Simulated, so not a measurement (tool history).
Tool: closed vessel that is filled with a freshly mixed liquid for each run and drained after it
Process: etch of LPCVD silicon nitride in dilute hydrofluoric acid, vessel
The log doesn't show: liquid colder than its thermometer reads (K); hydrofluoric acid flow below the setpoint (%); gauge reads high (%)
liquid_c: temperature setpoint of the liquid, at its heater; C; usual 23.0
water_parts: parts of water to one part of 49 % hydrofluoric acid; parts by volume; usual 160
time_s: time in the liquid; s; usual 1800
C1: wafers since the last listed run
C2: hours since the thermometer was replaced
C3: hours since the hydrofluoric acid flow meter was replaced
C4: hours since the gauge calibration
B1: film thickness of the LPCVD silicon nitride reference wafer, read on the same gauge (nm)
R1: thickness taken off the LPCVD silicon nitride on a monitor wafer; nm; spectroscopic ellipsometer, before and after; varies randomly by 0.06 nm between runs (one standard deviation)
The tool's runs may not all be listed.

run 1 day=0.000 | liquid_c=20.5 water_parts=160 time_s=2470 | C1=0 C2=1357.5 C3=1510.2 C4=257.0 | B1=109.99 | R1=6.83
run 2 day=0.567 | liquid_c=20.5 water_parts=160 time_s=2470 | C1=505 C2=1371.1 C3=1523.8 C4=270.6 | B1=110.00 | R1=6.80
run 3 day=1.383 | liquid_c=23.0 water_parts=160 time_s=1100 | C1=727 C2=1390.7 C3=1543.4 C4=290.2 | B1=109.98 | R1=3.59
-- day=1.425 gauge calibrated
run 4 day=2.642 | liquid_c=23.0 water_parts=160 time_s=1100 | C1=1121 C2=1420.9 C3=1573.6 C4=29.2 | B1=109.97 | R1=3.63
run 5 day=3.600 | liquid_c=23.0 water_parts=160 time_s=1155 | C1=854 C2=1443.9 C3=1596.6 C4=52.2 | B1=109.99 | R1=3.80
run 6 day=4.467 | liquid_c=23.0 water_parts=160 time_s=1155 | C1=772 C2=1464.7 C3=1617.4 C4=73.0 | B1=109.99 | R1=3.76
run 7 day=5.617 | liquid_c=23.0 water_parts=160 time_s=1800 | C1=1024 C2=1492.3 C3=1645.0 C4=100.6 | B1=110.02 | R1=5.86
-- day=8.862 thermometer replaced
run 8 day=9.783 | liquid_c=23.0 water_parts=160 time_s=1800 | C1=3676 C2=22.1 C3=1745.0 C4=200.6 | B1=110.00 | R1=5.68
run 9 day=10.921 | liquid_c=23.0 water_parts=160 time_s=1800 | C1=1013 C2=49.4 C3=1772.3 C4=227.9 | B1=109.97 | R1=5.73
run 10 day=11.562 | liquid_c=20.5 water_parts=160 time_s=900 | C1=571 C2=64.8 C3=1787.7 C4=243.3 | B1=109.99 | R1=2.48
run 11 day=12.350 | liquid_c=23.0 water_parts=160 time_s=1800 | C1=701 C2=83.7 C3=1806.6 C4=262.2 | B1=110.00 | R1=5.76
run 12 day=13.608 | liquid_c=26.0 water_parts=85 time_s=835 | C1=1121 C2=113.9 C3=1836.8 C4=292.4 | B1=110.01 | R1=6.05
-- day=13.788 gauge calibrated
run 13 day=14.417 | liquid_c=23.0 water_parts=160 time_s=1800 | C1=720 C2=133.3 C3=1856.2 C4=15.1 | B1=110.01 | R1=5.74
run 14 day=15.062 | liquid_c=26.5 water_parts=100 time_s=2435 | C1=575 C2=148.8 C3=1871.7 C4=30.6 | B1=110.01 | R1=15.23
-- day=15.288 hydrofluoric acid flow meter replaced
run 15 day=16.483 | liquid_c=20.0 water_parts=160 time_s=1800 | C1=1229 C2=182.9 C3=28.7 C4=64.7 | B1=110.00 | R1=5.33
run 16 day=17.179 | liquid_c=23.0 water_parts=160 time_s=2660 | C1=620 C2=199.6 C3=45.4 C4=81.4 | B1=110.02 | R1=9.65
run 17 day=18.362 | liquid_c=23.0 water_parts=215 time_s=1800 | C1=1054 C2=228.0 C3=73.8 C4=109.8 | B1=110.02 | R1=4.86
run 18 day=19.792 | liquid_c=19.5 water_parts=230 time_s=2320 | C1=1273 C2=262.3 C3=108.1 C4=144.1 | B1=109.99 | R1=4.66

What was the tool's hidden state at every run in the log?
liquid colder than its thermometer reads (K): 0 on each run
gauge reads high (%): 0 on each run
H1: hydrofluoric acid flow below the setpoint (%)
run=1 H1=10.1
run=2 H1=10.2
run=3 H1=10.3
run=4 H1=10.5
run=5 H1=10.7
run=6 H1=10.8
run=7 H1=11
run=8 H1=11.6
run=9 H1=11.8
run=10 H1=11.9
run=11 H1=12
run=12 H1=12.2
run=13 H1=12.3
run=14 H1=12.4
run=15 H1=0.741
run=16 H1=0.846
run=17 H1=1.03
run=18 H1=1.24
